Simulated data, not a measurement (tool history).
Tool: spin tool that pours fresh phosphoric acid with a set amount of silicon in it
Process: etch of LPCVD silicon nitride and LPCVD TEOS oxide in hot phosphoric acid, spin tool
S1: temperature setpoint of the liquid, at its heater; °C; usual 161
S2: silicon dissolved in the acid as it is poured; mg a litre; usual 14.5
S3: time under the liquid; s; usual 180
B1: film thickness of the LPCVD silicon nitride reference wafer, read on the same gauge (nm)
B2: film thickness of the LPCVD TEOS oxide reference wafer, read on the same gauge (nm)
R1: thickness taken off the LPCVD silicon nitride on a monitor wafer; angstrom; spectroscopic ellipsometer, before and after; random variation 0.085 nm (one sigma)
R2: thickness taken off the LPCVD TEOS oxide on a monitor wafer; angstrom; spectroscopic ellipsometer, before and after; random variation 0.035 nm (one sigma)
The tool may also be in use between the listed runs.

run	day	S1	S2	S3	B1	B2	R1	R2
1	0	161	14.5	180	50	109.989	167.7	4.82
2	0.625	161	14.5	180	50.01	110.029	167.3	5.64
3	1.033	161	14.5	180	50	109.999	167	5.53
4	1.579	162	14.5	180	50.02	109.989	172.7	5.71
5	2.262	162	14.5	180	50	109.974	172.7	5.57
6	2.842	162	14.5	180	50	109.98	172.5	5.73
# day 3.146: gauge calibrated
7	3.475	161	14.5	180	50.01	109.984	166	5.49
8	3.746	161	14.5	180	50.02	109.994	166.2	4.95
9	4.079	161	14.5	180	50.01	110.014	166.4	4.46
10	4.558	161	14.5	180	49.99	109.973	165.5	5.41
# day 4.929: dissolved silicon flow meter replaced
11	5.175	159	14.5	110	50.01	109.994	94.5	2.51
12	5.525	162	14.5	145	50.02	110.027	137.4	4.48
13	5.971	163	14.5	215	50.02	110.001	211.8	7.2
# day 6.371: heated supply line repaired
14	7.192	161	14.5	180	49.96	109.991	183.2	6.36
# day 7.562: thermometer replaced
15	7.583	161	14.5	180	50.01	110.018	185.1	6.58
16	8.242	161	25	135	49.99	110.03	139.7	3.79
17	8.617	161	3.5	215	49.99	109.98	219.5	10.03
18	9.162	162	19	180	50	110.039	190.1	5.64
19	9.838	163.5	20.5	140	50.01	110.005	156.2	5.15
20	10.338	161	14.5	180	49.99	110.009	184.2	6.74
21	10.642	159	14.5	110	50.01	110.003	105.3	3.54
22	11.175	162	4	280	50	109.968	295.1	14.89
23	11.508	162.5	14.5	180	50	109.998	192.8	7.83

Some steps in R1 between neighbouring runs. How much of each would the tool show without its hidden state too (settings, what came in, random variation), and how much is left for the hidden state, with any gauge scatter that isn't in both results?
The hidden state here: liquid colder than its thermometer reads (K); dissolved silicon flow above the setpoint (%); temperature lost on the way to the wafer (K); gauge reads high (%).
Run 12 -> 13: S1 162 -> 163, S3 145 -> 215. R1 +74.4 angstrom: hidden state -9.6, all else +84.
Run 13 -> 14: S1 163 -> 161, S3 215 -> 180, heated supply line repaired. R1 -28.6 angstrom: hidden state +25.5, all else -54.1.
Run 21 -> 22: S1 159 -> 162, S2 14.5 -> 4, S3 110 -> 280. R1 +189.8 angstrom: hidden state -3.3, all else +193.1.
Run 22 -> 23: S1 162 -> 162.5, S2 4 -> 14.5, S3 280 -> 180. R1 -102.3 angstrom: hidden state +1.7, all else -104.
